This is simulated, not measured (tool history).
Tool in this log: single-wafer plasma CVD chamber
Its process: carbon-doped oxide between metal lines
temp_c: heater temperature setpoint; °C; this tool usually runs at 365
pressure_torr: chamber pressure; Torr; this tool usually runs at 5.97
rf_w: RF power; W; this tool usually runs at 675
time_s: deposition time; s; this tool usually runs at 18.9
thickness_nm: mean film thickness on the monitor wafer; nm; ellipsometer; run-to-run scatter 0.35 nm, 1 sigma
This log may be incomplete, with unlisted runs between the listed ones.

run,hour,temp_c,pressure_torr,rf_w,time_s,"read-back reference wafer on the same gauge, thickness_nm",thickness_nm
1,0,365,5.97,675,18.9,101.917,120.697
2,52.4,365,5.97,675,18.9,102.037,120.914
3,112.5,374,5.97,675,18.9,101.974,118.738
4,170.7,374,5.97,675,18.9,102.015,118.59
5,272.7,374,5.97,675,18.9,102.006,118.541
# hour 380.4: RF generator calibrated
6,380.9,369,7.14,675,18.9,101.966,120.582
7,446.1,374,5.97,675,18.9,101.995,117.868
8,494.3,372,6.51,770,18.9,102.046,130.911
9,564.2,377,5.45,675,18.9,102.077,116.853
10,606.4,365,4.63,585,18.9,102.041,106.974
11,699.9,361,5.97,675,18.9,101.964,121.134
# hour 763.6: gauge calibrated
12,832.6,365,5.97,675,18.9,102.017,119.69
13,889.6,365,5.97,675,18.9,102.006,120.07
14,990.7,365,5.97,675,18.9,102.018,120.054
# hour 1151.3: thermocouple changed; heater temperature recalibrated
# hour 1161.5: capacitance manometer re-zeroed and calibrated
15,1253,356,5.97,675,18.9,102.084,123.703
16,1359,376,5.97,675,18.9,101.965,118.214
17,1451.9,376,5.97,800,18.9,101.992,132.177
18,1511.7,375,5.97,565,18.9,101.988,105.003
19,1608,365,5.97,590,15.8,101.999,92.504
20,1659.9,365,5.97,675,18.9,101.995,120.716
21,1731.7,365,5.97,675,18.9,101.993,120.72
22,1805.2,370,6.44,605,20.9,102.049,123.466
23,1874.5,365,5.97,675,18.9,101.971,121.108
24,1933.7,372,6.51,770,18.9,102.103,130.322
25,1971.6,374,5.97,675,18.9,101.983,118.098
26,2015.3,365,5.97,675,17.6,101.939,112.055
27,2081.7,371,5.97,615,16,102.037,94.818
# hour 2115.4: RF generator calibrated
28,2167.5,352,5.33,675,18.9,101.938,123.087

Consider 4 possible next runs. They are alternatives, not a sequence: every one starts from the tool as it was left by run 28. What does each give?
A,2167.9,365,5.97,675,18.9,?,?
B,2167.9,365,5.37,725,19.9,?,?
C,2167.9,353,5.97,675,18.9,?,?
D,2167.9,372,7.12,605,20.1,?,?

run,"read-back reference wafer on the same gauge, thickness_nm",thickness_nm
A,101.975,120.026
B,101.975,131.314
C,101.975,123.235
D,101.975,118.206
Without the tool's hidden state the same runs would have given:
run,thickness_nm
A,120.84
B,132.205
C,124.163
D,118.935

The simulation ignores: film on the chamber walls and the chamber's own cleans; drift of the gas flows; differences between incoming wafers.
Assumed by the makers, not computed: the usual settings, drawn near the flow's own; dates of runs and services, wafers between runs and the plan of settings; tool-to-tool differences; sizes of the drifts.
